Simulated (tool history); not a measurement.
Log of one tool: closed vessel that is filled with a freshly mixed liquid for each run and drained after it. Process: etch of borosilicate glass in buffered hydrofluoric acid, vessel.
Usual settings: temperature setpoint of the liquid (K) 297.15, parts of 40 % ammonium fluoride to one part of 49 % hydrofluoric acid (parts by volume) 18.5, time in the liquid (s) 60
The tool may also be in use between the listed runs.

| run | hour | temperature setpoint of the liquid (K) | parts of 40 % ammonium fluoride to one part of 49 % hydrofluoric acid (parts by volume) | time in the liquid (s) | read-back film thickness of the borosilicate glass reference wafer, read on the same gauge (nm) | thickness taken off the borosilicate glass on a monitor wafer (nm) |
|---|---|---|---|---|---|---|
| 1 | 0 | 297.15 | 18.5 | 60 | 110.01 | 37.39 |
| 2 | 10.7 | 297.15 | 18.5 | 60 | 110.02 | 37.52 |
| 3 | 18.8 | 297.15 | 18.5 | 60 | 109.97 | 37.37 |
| 4 | 33.6 | 297.15 | 15 | 60 | 110.01 | 46.05 |
|  | 35.9 | gauge calibrated |
| 5 | 51.4 | 297.15 | 15 | 60 | 110.03 | 46.11 |
| 6 | 62 | 297.15 | 18.5 | 60 | 110.01 | 37.18 |
| 7 | 76.7 | 297.15 | 18.5 | 60 | 110.02 | 37.6 |
| 8 | 93 | 297.15 | 18.5 | 60 | 110.03 | 37.23 |
| 9 | 116.8 | 297.15 | 18.5 | 60 | 110.01 | 37.49 |
| 10 | 125.1 | 297.15 | 18.5 | 60 | 109.99 | 37.42 |
|  | 130.9 | hydrofluoric acid flow meter replaced |
| 11 | 138.9 | 297.15 | 13.5 | 60 | 109.99 | 55.51 |
| 12 | 152.3 | 297.15 | 18.5 | 60 | 109.99 | 40.61 |
| 13 | 160.8 | 295.15 | 24.5 | 70 | 110.04 | 34.38 |
|  | 163.8 | thermometer replaced |
| 14 | 187.3 | 295.15 | 21.5 | 60 | 109.98 | 28.47 |
|  | 199.5 | gauge calibrated |
| 15 | 203.8 | 295.65 | 18.5 | 60 | 110 | 33.15 |
| 16 | 224.3 | 300.65 | 21.5 | 40 | 110 | 25.45 |
| 17 | 232.2 | 297.15 | 12.5 | 90 | 110.04 | 79.54 |
| 18 | 240.9 | 294.65 | 16 | 50 | 110.01 | 29.96 |
| 19 | 247.2 | 301.65 | 25.5 | 30 | 110 | 17.92 |
| 20 | 254.9 | 297.15 | 13 | 60 | 110.01 | 50.86 |
| 21 | 271.3 | 297.15 | 18.5 | 60 | 110.01 | 35.81 |
| 22 | 283.6 | 295.65 | 25 | 60 | 109.99 | 26.34 |
| 23 | 289.9 | 293.65 | 25.5 | 30 | 110.02 | 11.62 |

Below are 4 alternative next runs, each starting from the tool's condition after run 23. Predict each:
| A | 290.6 | 293.65 | 18.5 | 60 | ? | ? |
| B | 290.6 | 297.15 | 18.5 | 40 | ? | ? |
| C | 290.6 | 299.15 | 25.5 | 45 | ? | ? |
| D | 290.6 | 295.65 | 22.5 | 85 | ? | ? |

| run | read-back film thickness of the borosilicate glass reference wafer, read on the same gauge (nm) | thickness taken off the borosilicate glass on a monitor wafer (nm) |
|---|---|---|
| A | 109.99 | 29.59 |
| B | 109.99 | 23.85 |
| C | 109.99 | 23.5 |
| D | 109.99 | 40.1 |
Stripped of hidden state, with their random variation kept, the same runs would have yielded:
| run | thickness taken off the borosilicate glass on a monitor wafer (nm) |
|---|---|
| A | 29.77 |
| B | 24 |
| C | 23.52 |
| D | 40.11 |
